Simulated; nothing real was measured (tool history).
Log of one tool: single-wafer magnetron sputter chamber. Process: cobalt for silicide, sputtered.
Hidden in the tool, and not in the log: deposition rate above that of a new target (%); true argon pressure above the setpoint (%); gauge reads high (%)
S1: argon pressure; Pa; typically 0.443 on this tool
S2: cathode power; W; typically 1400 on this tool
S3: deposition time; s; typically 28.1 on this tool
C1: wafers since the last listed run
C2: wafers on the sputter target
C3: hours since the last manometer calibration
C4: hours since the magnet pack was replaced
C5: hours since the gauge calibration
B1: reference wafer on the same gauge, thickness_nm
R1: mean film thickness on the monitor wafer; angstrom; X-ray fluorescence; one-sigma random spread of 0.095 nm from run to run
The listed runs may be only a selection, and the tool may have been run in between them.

run    hour     S1    S2    S3    C1    C2      C3      C4      C5      B1      R1
  1     0.0  0.443  1250  28.1     0   434  1342.9  9323.1   336.7  18.601  185.46
  2    36.5  0.443  1250  28.1   931  1365  1379.4  9359.6   373.2  18.615  186.38
  3    63.1  0.443  1400  28.1   678  2043  1406.0  9386.2   399.8  18.597  205.60
  4   106.1  0.443  1400  28.1  1097  3140  1449.0  9429.2   442.8  18.598  204.56
  5   135.9  0.443  1400  28.1   760  3901  1478.8  9459.0   472.6  18.586  205.79
  6   183.8  0.443  1400  28.1  1222  5123  1526.7  9506.9   520.5  18.610  207.51
  7   213.7  0.443  1400  28.1   762  5885  1556.6  9536.8   550.4  18.593  205.15
      265.2  -- sputter target and shields replaced
  8   265.7  0.443  1400  28.1  1122    13  1608.6  9588.8   602.4  18.632  205.08
  9   286.6  0.443  1400  28.1   533   546  1629.5  9609.7   623.3  18.595  205.89
 10   327.7  0.443  1400  28.1  1048  1595  1670.6  9650.8   664.4  18.571  206.70
 11   358.5  0.443  1400  28.1   785  2381  1701.4  9681.6   695.2  18.588  204.80
 12   409.8  0.443  1400  28.1  1308  3690  1752.7  9732.9   746.5  18.616  205.73
 13   468.2  0.443  1400  28.1  1489  5179  1811.1  9791.3   804.9  18.579  207.08
      528.0  -- sputter target and shields replaced
 14   528.3  0.443  1400  28.1  1329     8  1871.2  9851.4   865.0  18.586  206.93
      559.1  -- magnet pack replaced
 15   658.3  0.558  1150  26.1  3112  3121  2001.2    99.2   995.0  18.588  158.28
      670.9  -- capacitance manometer re-zeroed and calibrated
      808.8  -- sputter target and shields replaced
 16   833.4  0.573  1400  31.1  4058   628   162.5   274.3  1170.1  18.601  211.32
 17   893.2  0.565  1550  23.1  1525  2153   222.3   334.1  1229.9  18.570  173.20
 18   935.0  0.373  1400  24.2  1066  3220   264.1   375.9  1271.7  18.598  177.75
 19   994.7  0.443  1400  28.1  1523  4743   323.8   435.6  1331.4  18.621  200.61
     1031.8  -- gauge calibrated
 20  1049.7  0.313  1500  28.1  1403  6146   378.8   490.6    17.9  18.605  226.97
 21  1102.6  0.313  1300  24.5  1349  7495   431.7   543.5    70.8  18.591  174.03
     1111.5  -- sputter target and shields replaced
 22  1146.1  0.443  1400  28.1   905   881   475.2   587.0   114.3  18.594  200.87
 23  1188.3  0.443  1400  23.8  1076  1958   517.4   629.2   156.5  18.602  170.77
 24  1214.7  0.443  1600  30.6   673  2631   543.8   655.6   182.9  18.599  245.10
 25  1247.0  0.443  1400  28.1   824  3455   576.1   687.9   215.2  18.592  201.87
 26  1315.0  0.294  1600  31.2  1734  5190   644.1   755.9   283.2  18.596  268.75
     1352.1  -- sputter target and shields replaced
 27  1353.0  0.443  1400  28.1   765    21   682.1   793.9   321.2  18.589  201.21

Subtracting, for every run, the result it would have given without the tool's unlogged condition from the measured result gives the following. The same run-to-run variation enters both numbers; the gauge's scatter may not:
run     R1
  1  +2.23
  2  +2.40
  3  +2.76
  4  +2.95
  5  +3.11
  6  +3.37
  7  +3.47
  8  +3.74
  9  +3.86
 10  +4.10
 11  +4.23
 12  +4.53
 13  +4.90
 14  +5.26
 15  +6.04
 16  -0.84
 17  -0.63
 18  -0.38
 19  -0.47
 20  -0.29
 21  -0.18
 22  -0.27
 23  -0.17
 24  -0.20
 25  -0.10
 26  +0.03
 27  +0.11
